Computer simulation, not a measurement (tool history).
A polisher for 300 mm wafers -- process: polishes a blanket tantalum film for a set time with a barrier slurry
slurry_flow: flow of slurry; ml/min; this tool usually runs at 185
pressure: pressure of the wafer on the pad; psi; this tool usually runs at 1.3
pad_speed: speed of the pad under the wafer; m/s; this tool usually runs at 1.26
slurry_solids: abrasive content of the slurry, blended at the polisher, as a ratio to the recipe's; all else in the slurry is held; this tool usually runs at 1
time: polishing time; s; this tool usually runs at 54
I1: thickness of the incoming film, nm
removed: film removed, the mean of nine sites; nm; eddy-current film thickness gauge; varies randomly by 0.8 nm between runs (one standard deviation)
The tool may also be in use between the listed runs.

run 1 hour=0 | slurry_flow=185 pressure=1.3 pad_speed=1.26 slurry_solids=1 time=54 | I1=211.4 | removed=72.2
run 2 hour=22.4 | slurry_flow=185 pressure=1.3 pad_speed=1.26 slurry_solids=1 time=54 | I1=208.7 | removed=73.1
run 3 hour=37 | slurry_flow=185 pressure=1.3 pad_speed=1.26 slurry_solids=1 time=54 | I1=211.1 | removed=73.9
run 4 hour=72.9 | slurry_flow=185 pressure=1.3 pad_speed=1.26 slurry_solids=1 time=54 | I1=208.6 | removed=71.6
-- hour=83.2 worn pad replaced by a new one
run 5 hour=97.2 | slurry_flow=185 pressure=1.3 pad_speed=1.26 slurry_solids=1.05 time=54 | I1=206.3 | removed=72.9
-- hour=101.2 slurry blender recalibrated
run 6 hour=121.9 | slurry_flow=185 pressure=1.3 pad_speed=1.26 slurry_solids=1.05 time=54 | I1=207.9 | removed=72.5
run 7 hour=144.8 | slurry_flow=185 pressure=1.6 pad_speed=1.26 slurry_solids=1 time=54 | I1=212.9 | removed=81.8
run 8 hour=170.9 | slurry_flow=185 pressure=1.6 pad_speed=1.26 slurry_solids=1 time=54 | I1=205.7 | removed=82.3
-- hour=221 slurry nozzle cleaned
-- hour=274.2 worn pad replaced by a new one
run 9 hour=276.5 | slurry_flow=185 pressure=1.6 pad_speed=1.26 slurry_solids=1 time=54 | I1=210.3 | removed=75.8
run 10 hour=311.7 | slurry_flow=220 pressure=1.3 pad_speed=1.26 slurry_solids=1 time=54 | I1=213.1 | removed=69.5
run 11 hour=325.9 | slurry_flow=185 pressure=1.3 pad_speed=1.26 slurry_solids=1 time=54 | I1=209.6 | removed=65.2
-- hour=345.9 slurry blender recalibrated
-- hour=353.9 head pressure recalibrated
run 12 hour=359 | slurry_flow=185 pressure=1.3 pad_speed=1.26 slurry_solids=1 time=54 | I1=211.8 | removed=64.7
run 13 hour=394.2 | slurry_flow=185 pressure=1.3 pad_speed=0.98 slurry_solids=1 time=54 | I1=207.6 | removed=50.5
run 14 hour=411.6 | slurry_flow=185 pressure=1.3 pad_speed=1.52 slurry_solids=1 time=66 | I1=213.1 | removed=94.7
-- hour=434.8 worn pad replaced by a new one
-- hour=436 slurry nozzle cleaned, repeated, since the last time left the tool worse
run 15 hour=436.3 | slurry_flow=160 pressure=0.9 pad_speed=1.42 slurry_solids=0.75 time=54 | I1=209.5 | removed=59.1
run 16 hour=463.2 | slurry_flow=235 pressure=1.3 pad_speed=0.94 slurry_solids=1 time=54 | I1=211.8 | removed=55.8
run 17 hour=488.5 | slurry_flow=250 pressure=1.1 pad_speed=1.26 slurry_solids=1 time=54 | I1=209.1 | removed=68.1
run 18 hour=501.4 | slurry_flow=185 pressure=1.3 pad_speed=1.26 slurry_solids=1 time=54 | I1=209.3 | removed=73.2
run 19 hour=528.2 | slurry_flow=240 pressure=1.3 pad_speed=1.26 slurry_solids=1 time=54 | I1=212.6 | removed=74.7
run 20 hour=560.5 | slurry_flow=185 pressure=1 pad_speed=1.14 slurry_solids=1 time=54 | I1=209.6 | removed=55.3
run 21 hour=592.9 | slurry_flow=185 pressure=1.3 pad_speed=1.26 slurry_solids=1 time=54 | I1=209.2 | removed=73.1
-- hour=617.4 slurry blender recalibrated
run 22 hour=617.9 | slurry_flow=235 pressure=1.1 pad_speed=1.64 slurry_solids=1 time=54 | I1=205.7 | removed=87.3
-- hour=623.6 worn pad replaced by a new one
run 23 hour=645.3 | slurry_flow=245 pressure=1.1 pad_speed=0.96 slurry_solids=1 time=38 | I1=209.8 | removed=36.5
run 24 hour=671.7 | slurry_flow=185 pressure=1.3 pad_speed=1.38 slurry_solids=1 time=54 | I1=212.9 | removed=78.3
run 25 hour=687.9 | slurry_flow=145 pressure=0.8 pad_speed=1.26 slurry_solids=1 time=54 | I1=212.9 | removed=51.5
-- hour=695.2 slurry nozzle cleaned
run 26 hour=722.9 | slurry_flow=220 pressure=1.3 pad_speed=1.26 slurry_solids=0.9 time=45 | I1=211.1 | removed=59.7

Estimate the outcome of run 27 from the log above:
run 27 hour=758.4 | slurry_flow=185 pressure=1.7 pad_speed=1.66 slurry_solids=1 time=62 | I1=209.3 | removed=?

{"run 27": {"removed": 130.5}}
Were there no unlogged condition in the tool, this run, its random variation unchanged, would have produced removed 133 nm.
